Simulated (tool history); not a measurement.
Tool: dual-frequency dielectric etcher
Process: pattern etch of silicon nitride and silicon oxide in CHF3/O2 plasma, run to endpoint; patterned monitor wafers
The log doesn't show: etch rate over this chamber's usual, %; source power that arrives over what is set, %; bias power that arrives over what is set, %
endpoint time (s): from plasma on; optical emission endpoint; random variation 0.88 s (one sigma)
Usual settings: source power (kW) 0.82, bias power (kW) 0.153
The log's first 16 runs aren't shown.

run    hour  source power (kW)  bias power (kW)  wafers since the last listed run  hours since the last wet clean  hours since the last source power generator calibration  hours since the last bias power generator calibration  hours since the last upper electrode change  incoming incoming film thickness, nm  endpoint time (s)
 17  1330.7               0.82            0.131                               306                           488.8                                                   2725.5                                                  255.4                                       5156.1                                 198.3                122
     1391.4  -- upper electrode replaced, of another model than before
     1413.8  -- wet clean of the chamber
 18  1414.3               0.94            0.153                               162                             0.5                                                   2809.1                                                    339                                         22.9                                 197.6              115.2
 19  1445.1               0.82            0.125                               134                            31.3                                                   2839.9                                                  369.8                                         53.7                                 196.2              125.7
 20  1496.9               0.77            0.142                               226                            83.1                                                   2891.7                                                  421.6                                        105.5                                 195.4              121.2
     1593.4  -- source power generator calibrated
 21  1599.5               0.82            0.153                               431                           185.7                                                      6.1                                                  524.2                                        208.1                                 198.7                120
 22  1678.1               0.82            0.153                               344                           264.3                                                     84.7                                                  602.8                                        286.7                                 196.3                115
 23  1729.4               0.74            0.118                               224                           315.6                                                      136                                                  654.1                                          338                                 196.8              131.2
 24  1823.9               0.76            0.153                               413                           410.1                                                    230.5                                                  748.6                                        432.5                                 198.4                119
 25  1860.5               0.94            0.182                               160                           446.7                                                    267.1                                                  785.2                                        469.1                                 197.9              105.6
     1960.3  -- wet clean of the chamber
 26    2180               0.62            0.121                              1293                           219.7                                                    586.6                                                 1104.7                                        788.6                                 196.7              135.1
 27  2279.7               0.82            0.153                               436                           319.4                                                    686.3                                                 1204.4                                        888.3                                 196.6              116.6
 28  2362.2               0.68            0.135                               361                           401.9                                                    768.8                                                 1286.9                                        970.8                                 197.6              126.3
 29  2457.4               0.82            0.153                               416                           497.1                                                      864                                                 1382.1                                         1066                                 196.3              115.1
 30  2517.9               0.82            0.153                               264                           557.6                                                    924.5                                                 1442.6                                       1126.5                                 197.6              115.7
     2573.2  -- wet clean of the chamber
 31  2573.7               0.63            0.153                               139                             0.5                                                    980.3                                                 1498.4                                       1182.3                                 199.3              127.6
 32  2669.4               0.74            0.141                               418                            96.2                                                     1076                                                 1594.1                                         1278                                   197              124.7
 33  2714.8               0.94            0.127                               198                           141.6                                                   1121.4                                                 1639.5                                       1323.4                                 196.9              118.9
 34  2801.6               0.96            0.153                               379                           228.4                                                   1208.2                                                 1726.3                                       1410.2                                 196.5                112
 35  2846.5               0.82            0.178                               196                           273.3                                                   1253.1                                                 1771.2                                       1455.1                                 198.3              112.6

Forecast each of these 3 alternatives for the next run:
  A  2847               0.82            0.142                                 2                           273.8                                                   1253.6                                                 1771.7                                       1455.6                                 199.2                  ?
  B  2847                  1            0.136                                 2                           273.8                                                   1253.6                                                 1771.7                                       1455.6                                 199.2                  ?
  C  2847               0.98            0.123                                 2                           273.8                                                   1253.6                                                 1771.7                                       1455.6                                 199.2                  ?

run  endpoint time (s)
  A              122.7
  B              117.6
  C              122.1
Without the tool's hidden state the same runs would have given:
run  endpoint time (s)
  A              124.9
  B              119.7
  C              124.2

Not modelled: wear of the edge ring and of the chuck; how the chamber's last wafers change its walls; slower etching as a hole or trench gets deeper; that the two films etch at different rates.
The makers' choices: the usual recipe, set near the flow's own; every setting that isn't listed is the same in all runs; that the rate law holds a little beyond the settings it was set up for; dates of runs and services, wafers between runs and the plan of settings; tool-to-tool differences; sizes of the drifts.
